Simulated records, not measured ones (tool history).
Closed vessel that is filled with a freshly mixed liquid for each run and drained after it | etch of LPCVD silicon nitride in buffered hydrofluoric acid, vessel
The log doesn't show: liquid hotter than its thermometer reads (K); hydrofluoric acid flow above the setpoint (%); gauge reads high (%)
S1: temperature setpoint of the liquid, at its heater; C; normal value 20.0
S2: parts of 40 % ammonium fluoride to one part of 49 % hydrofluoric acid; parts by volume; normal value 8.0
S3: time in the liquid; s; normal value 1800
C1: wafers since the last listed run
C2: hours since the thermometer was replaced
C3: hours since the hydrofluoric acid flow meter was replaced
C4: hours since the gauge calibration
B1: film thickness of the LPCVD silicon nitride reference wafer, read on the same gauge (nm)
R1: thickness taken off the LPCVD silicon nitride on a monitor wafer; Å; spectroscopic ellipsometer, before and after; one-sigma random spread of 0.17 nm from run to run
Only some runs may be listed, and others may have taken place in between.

| run | hour | S1 | S2 | S3 | C1 | C2 | C3 | C4 | B1 | R1 |
|---|---|---|---|---|---|---|---|---|---|---|
| 1 | 0.0 | 20.0 | 8.0 | 1800 | 0 | 1148.8 | 67.0 | 1000.0 | 110.02 | 289.2 |
| 2 | 75.5 | 20.0 | 8.0 | 1800 | 3644 | 1224.3 | 142.5 | 1075.5 | 109.99 | 287.7 |
| 3 | 178.6 | 20.0 | 8.0 | 1800 | 4976 | 1327.4 | 245.6 | 1178.6 | 109.99 | 291.0 |
| 4 | 250.0 | 20.0 | 8.0 | 1800 | 3446 | 1398.8 | 317.0 | 1250.0 | 110.00 | 290.4 |
|  | 453.6 | gauge calibrated |
| 5 | 467.5 | 20.0 | 8.0 | 1800 | 10497 | 1616.3 | 534.5 | 13.9 | 110.00 | 291.0 |
|  | 524.8 | thermometer replaced |
| 6 | 563.4 | 20.0 | 8.0 | 1800 | 4580 | 38.6 | 630.4 | 109.8 | 109.99 | 275.6 |
| 7 | 639.6 | 20.0 | 8.0 | 1800 | 3677 | 114.8 | 706.6 | 186.0 | 110.00 | 276.8 |
| 8 | 693.7 | 20.0 | 9.5 | 1800 | 2611 | 168.9 | 760.7 | 240.1 | 109.98 | 234.9 |
| 9 | 770.0 | 17.0 | 9.0 | 1800 | 3682 | 245.2 | 837.0 | 316.4 | 110.00 | 204.5 |
| 10 | 820.3 | 23.5 | 6.5 | 1145 | 2427 | 295.5 | 887.3 | 366.7 | 109.99 | 259.9 |
| 11 | 913.3 | 17.0 | 9.0 | 1145 | 4488 | 388.5 | 980.3 | 459.7 | 109.98 | 131.6 |
|  | 964.7 | hydrofluoric acid flow meter replaced |
| 12 | 975.5 | 17.0 | 11.0 | 2875 | 2953 | 450.7 | 10.8 | 521.9 | 110.01 | 283.3 |

The next listed run, before its measurement:
| 13 | 1069.4 | 20.0 | 7.0 | 1800 | 4532 | 544.6 | 104.7 | 615.8 | ? | ? |

Run 13 produced B1 110.01, R1 321.8 Å.
Without the tool's hidden state the same run would have given R1 315.7 Å.
